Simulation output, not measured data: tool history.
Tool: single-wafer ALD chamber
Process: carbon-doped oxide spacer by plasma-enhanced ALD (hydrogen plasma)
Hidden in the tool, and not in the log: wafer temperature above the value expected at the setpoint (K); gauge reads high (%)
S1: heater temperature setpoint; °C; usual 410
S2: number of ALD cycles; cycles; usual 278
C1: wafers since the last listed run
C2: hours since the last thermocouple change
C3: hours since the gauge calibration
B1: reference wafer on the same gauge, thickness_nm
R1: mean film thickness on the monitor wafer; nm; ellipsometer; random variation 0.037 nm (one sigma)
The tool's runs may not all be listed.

| run | day | S1 | S2 | C1 | C2 | C3 | B1 | R1 |
|---|---|---|---|---|---|---|---|---|
| 1 | 0.000 | 410 | 278 | 0 | 2560.1 | 105.2 | 13.940 | 14.876 |
| 2 | 0.717 | 410 | 266 | 22 | 2577.3 | 122.4 | 13.913 | 14.215 |
| 3 | 1.196 | 410 | 266 | 15 | 2588.8 | 133.9 | 13.929 | 14.233 |
| 4 | 1.854 | 410 | 278 | 21 | 2604.6 | 149.7 | 13.894 | 14.856 |
| 5 | 2.454 | 402 | 278 | 19 | 2619.0 | 164.1 | 13.884 | 15.336 |
| 6 | 3.029 | 402 | 278 | 18 | 2632.8 | 177.9 | 13.902 | 15.309 |
| 7 | 3.475 | 410 | 278 | 14 | 2643.5 | 188.6 | 13.881 | 14.878 |
| 8 | 3.738 | 416 | 278 | 8 | 2649.8 | 194.9 | 13.866 | 14.551 |
| 9 | 4.438 | 416 | 278 | 22 | 2666.6 | 211.7 | 13.869 | 14.513 |
| 10 | 4.946 | 416 | 278 | 16 | 2678.8 | 223.9 | 13.861 | 14.560 |
|  | 5.262 | gauge calibrated |
| 11 | 5.425 | 405 | 258 | 15 | 2690.3 | 3.9 | 13.992 | 14.155 |
| 12 | 5.996 | 410 | 278 | 18 | 2704.0 | 17.6 | 13.996 | 14.991 |
| 13 | 6.312 | 400 | 278 | 10 | 2711.6 | 25.2 | 13.976 | 15.408 |
|  | 6.667 | thermocouple changed; heater temperature recalibrated |
| 14 | 6.892 | 398 | 278 | 7 | 5.4 | 39.1 | 13.972 | 15.407 |
| 15 | 7.338 | 400 | 278 | 14 | 16.1 | 49.8 | 13.980 | 15.434 |
| 16 | 8.050 | 410 | 245 | 22 | 33.2 | 66.9 | 13.975 | 13.102 |
| 17 | 8.654 | 400 | 318 | 19 | 47.7 | 81.4 | 13.951 | 17.595 |
| 18 | 9.029 | 415 | 278 | 11 | 56.7 | 90.4 | 13.941 | 14.665 |
| 19 | 9.454 | 406 | 244 | 13 | 66.9 | 100.6 | 13.947 | 13.253 |
| 20 | 9.717 | 421 | 322 | 8 | 73.2 | 106.9 | 13.941 | 16.555 |
| 21 | 10.412 | 410 | 299 | 22 | 89.9 | 123.6 | 13.926 | 15.999 |
| 22 | 10.775 | 415 | 226 | 11 | 98.6 | 132.3 | 13.930 | 11.873 |
| 23 | 11.358 | 424 | 237 | 18 | 112.6 | 146.3 | 13.920 | 12.116 |
| 24 | 11.967 | 415 | 245 | 19 | 127.2 | 160.9 | 13.903 | 12.898 |
| 25 | 12.475 | 410 | 278 | 16 | 139.4 | 173.1 | 13.909 | 14.857 |

What the log doesn't show, run by run:
wafer temperature above the value expected at the setpoint (K): 0 in every run
H1: gauge reads high (%)
| run | H1 |
|---|---|
| 1 | -0.518 |
| 2 | -0.587 |
| 3 | -0.633 |
| 4 | -0.696 |
| 5 | -0.753 |
| 6 | -0.809 |
| 7 | -0.851 |
| 8 | -0.877 |
| 9 | -0.944 |
| 10 | -0.993 |
| 11 | -0.00876 |
| 12 | -0.0636 |
| 13 | -0.094 |
| 14 | -0.15 |
| 15 | -0.192 |
| 16 | -0.261 |
| 17 | -0.319 |
| 18 | -0.355 |
| 19 | -0.396 |
| 20 | -0.421 |
| 21 | -0.488 |
| 22 | -0.522 |
| 23 | -0.578 |
| 24 | -0.637 |
| 25 | -0.686 |
